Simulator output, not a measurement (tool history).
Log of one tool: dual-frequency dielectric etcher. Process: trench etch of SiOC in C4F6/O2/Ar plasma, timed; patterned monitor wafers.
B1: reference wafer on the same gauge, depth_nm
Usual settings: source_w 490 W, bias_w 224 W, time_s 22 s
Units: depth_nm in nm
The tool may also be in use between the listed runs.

Run 1, day 0: usual settings; B1 54.3. Result: depth_nm 49.8 nm.
Run 2, day 1.921: usual settings; B1 54.3. Result: depth_nm 49.9 nm.
Run 3, day 4.15: usual settings; B1 54.2. Result: depth_nm 50 nm.
Run 4, day 5.758: usual settings; B1 54.2. Result: depth_nm 49.8 nm.
Run 5, day 11.579: usual settings; B1 54.2. Result: depth_nm 49.9 nm.
At day 12.988: wet clean of the chamber.
Run 6, day 13.758: usual settings; B1 54.1. Result: depth_nm 49.9 nm.
Run 7, day 16.421: usual settings; B1 54.1. Result: depth_nm 49.8 nm.
Run 8, day 17.954: usual settings; B1 54.1. Result: depth_nm 49.8 nm.
At day 19.721: source power generator calibrated.
Run 9, day 20.712: usual settings but time_s 17.5 s; B1 54.1. Result: depth_nm 39.5 nm.
Run 10, day 22.654: usual settings but time_s 17.5 s; B1 54.1. Result: depth_nm 39.8 nm.
At day 23.904: bias power generator calibrated.
Run 11, day 25.592: usual settings but source_w 390 W, bias_w 266 W, time_s 17 s; B1 54. Result: depth_nm 36.7 nm.
Run 12, day 27.988: usual settings but source_w 550 W, bias_w 276 W; B1 54.1. Result: depth_nm 54.3 nm.
Run 13, day 29.454: usual settings but source_w 580 W, bias_w 175 W, time_s 20 s; B1 54.1. Result: depth_nm 46.2 nm.
At day 31.342: wet clean of the chamber.
Run 14, day 31.721: usual settings; B1 54. Result: depth_nm 49.4 nm.
At day 33.075: upper electrode replaced.
Run 15, day 34.671: usual settings but source_w 600 W, bias_w 262 W, time_s 19 s; B1 54. Result: depth_nm 47.8 nm.
Run 16, day 35.958: usual settings but source_w 550 W, bias_w 254 W, time_s 19 s; B1 54. Result: depth_nm 45.8 nm.
At day 37.646: gauge calibrated.
Run 17, day 38.867: usual settings; B1 55. Result: depth_nm 50.7 nm.
Run 18, day 39.925: usual settings but time_s 27 s; B1 55. Result: depth_nm 62.4 nm.
Run 19, day 41.708: usual settings but source_w 590 W, bias_w 200 W, time_s 24.5 s; B1 54.9. Result: depth_nm 59.4 nm.
Run 20, day 50.438: usual settings but source_w 560 W; B1 54.6. Result: depth_nm 52.6 nm.

Forecast each of these 5 alternatives for the next run:
Run A, day 50.454: usual settings but source_w 430 W; B1 ?. Result: depth_nm ?.
Run B, day 50.454: usual settings but time_s 20.5 s; B1 ?. Result: depth_nm ?.
Run C, day 50.454: usual settings but source_w 540 W, time_s 23.5 s; B1 ?. Result: depth_nm ?.
Run D, day 50.454: usual settings but source_w 400 W, bias_w 204 W, time_s 27.5 s; B1 ?. Result: depth_nm ?.
Run E, day 50.454: usual settings but source_w 600 W; B1 ?. Result: depth_nm ?.

run    B1  depth_nm
  A  54.6      47.9
  B  54.6      46.9
  C  54.6      55.7
  D  54.6      57.3
  E  54.6      54.3
Without the tool's hidden state the same runs would have given:
run  depth_nm
  A      48.3
  B      47.2
  C      56.1
  D      57.7
  E      54.7

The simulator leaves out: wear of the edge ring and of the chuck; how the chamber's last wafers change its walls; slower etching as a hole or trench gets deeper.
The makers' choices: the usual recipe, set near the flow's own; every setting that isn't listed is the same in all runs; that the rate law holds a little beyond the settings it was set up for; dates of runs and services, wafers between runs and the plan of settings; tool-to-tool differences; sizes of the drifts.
